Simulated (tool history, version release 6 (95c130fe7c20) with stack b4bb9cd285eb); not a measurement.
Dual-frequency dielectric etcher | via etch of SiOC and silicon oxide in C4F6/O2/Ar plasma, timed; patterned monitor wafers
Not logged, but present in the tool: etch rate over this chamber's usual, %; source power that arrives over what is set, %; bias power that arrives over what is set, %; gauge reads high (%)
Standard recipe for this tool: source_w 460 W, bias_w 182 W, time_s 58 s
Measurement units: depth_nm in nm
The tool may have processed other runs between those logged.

run	day	source_w	bias_w	time_s	wafers since the last listed run	hours since the last wet clean	hours since the last source power generator calibration	hours since the last bias power generator calibration	hours since the last upper electrode change	hours since the gauge calibration	read-back reference wafer on the same gauge, depth_nm	depth_nm
1	0	460	182	58	0	406.1	1075.6	2611.5	4453.9	1063.8	70.1	78.2
2	5.429	460	182	58	1871	536.4	1205.9	2741.8	4584.2	1194.1	70.1	77.9
# day 9.004: wet clean of the chamber
3	9.025	390	182	58	894	0.5	1292.2	2828.1	4670.5	1280.4	70.1	73.6
4	10.562	460	155	58	529	37.4	1329.1	2865	4707.4	1317.3	70.1	72.6
5	12.867	460	182	58	794	92.7	1384.4	2920.3	4762.7	1372.6	70.1	78.6
6	17.338	460	182	58	1540	200	1491.7	3027.6	4870	1479.9	70.1	78.1
7	21.825	460	182	58	1546	307.7	1599.4	3135.3	4977.7	1587.6	70	78.6
8	24.571	460	182	58	946	373.6	1665.3	3201.2	5043.6	1653.5	70.1	79
9	28.175	460	182	58	1242	460.1	1751.8	3287.7	5130.1	1740	70.1	78.9
10	29.975	460	182	58	620	503.3	1795	3330.9	5173.3	1783.2	70.1	79.2
11	33.862	460	182	58	1339	596.6	1888.3	3424.2	5266.6	1876.5	70.1	78.7
# day 36.396: wet clean of the chamber
12	36.417	460	194	58	535	0.5	1949.6	3485.5	5327.9	1937.8	70.1	81.6
13	38.096	460	194	58	578	40.8	1989.9	3525.8	5368.2	1978.1	70.1	81.3
14	42.038	540	182	58	1358	135.4	2084.5	3620.4	5462.8	2072.7	70.1	83.8
# day 44.683: upper electrode replaced
15	45.425	410	211	73.5	822	216.7	2165.8	3701.7	17.8	2154	70.1	102.5
16	48.429	460	182	58	1035	288.8	2237.9	3773.8	89.9	2226.1	70.1	78.8
17	50.733	540	182	58	794	344.1	2293.2	3829.1	145.2	2281.4	70.1	84.5
18	56.146	510	141	58	1865	474	2423.1	3959	275.1	2411.3	70.1	73.7
# day 57.554: gauge calibrated
# day 59.304: source power generator calibrated
19	59.321	500	211	58	1036	550.2	0.4	4035.2	351.3	42.4	70.1	86.8
20	63	460	200	53	1267	638.5	88.7	4123.5	439.6	130.7	70.2	74.7
# day 64.146: wet clean of the chamber
21	64.983	460	213	41	338	20.1	136.3	4171.1	487.2	178.3	70.1	59.5
# day 67.775: bias power generator calibrated
22	68.929	460	182	58	1302	114.8	231	27.7	581.9	273	70.2	76.6
23	72.483	460	162	67.5	1224	200.1	316.3	113	667.2	358.3	70.1	84.3
24	75.808	460	182	70.5	1145	279.9	396.1	192.8	747	438.1	70.1	93.8
25	79.075	390	182	64	1125	358.3	474.5	271.2	825.4	516.5	70.1	79.6
26	81.05	390	138	58	680	405.7	521.9	318.6	872.8	563.9	70	63.6
27	91.412	350	213	58	3571	654.4	770.6	567.3	1121.5	812.6	70.1	74.9
# day 92.867: wet clean of the chamber
28	93.138	460	182	58	249	6.5	812	608.7	1162.9	854	70.1	77.8
29	96.929	380	143	58	1306	97.5	903	699.7	1253.9	945	70.2	64.5
30	100.492	460	164	62.5	1227	183	988.5	785.2	1339.4	1030.5	70.1	80

Table of differences, measured result less the result of that run with no hidden state. Run-to-run variation is the same in both. Gauge scatter possibly is not:
run	depth_nm
1	+1.8
2	+1.8
3	+1.8
4	+1.7
5	+2
6	+2
7	+2.1
8	+2.2
9	+2.2
10	+2.2
11	+2.3
12	+2.5
13	+2.5
14	+2.6
15	+3.4
16	+2.6
17	+2.9
18	+2.4
19	+2.4
20	+2.1
21	+1.6
22	+0.1
23	+0.3
24	+0.5
25	+0.5
26	+0.4
27	+0.8
28	+0.9
29	+0.8
30	+1.1

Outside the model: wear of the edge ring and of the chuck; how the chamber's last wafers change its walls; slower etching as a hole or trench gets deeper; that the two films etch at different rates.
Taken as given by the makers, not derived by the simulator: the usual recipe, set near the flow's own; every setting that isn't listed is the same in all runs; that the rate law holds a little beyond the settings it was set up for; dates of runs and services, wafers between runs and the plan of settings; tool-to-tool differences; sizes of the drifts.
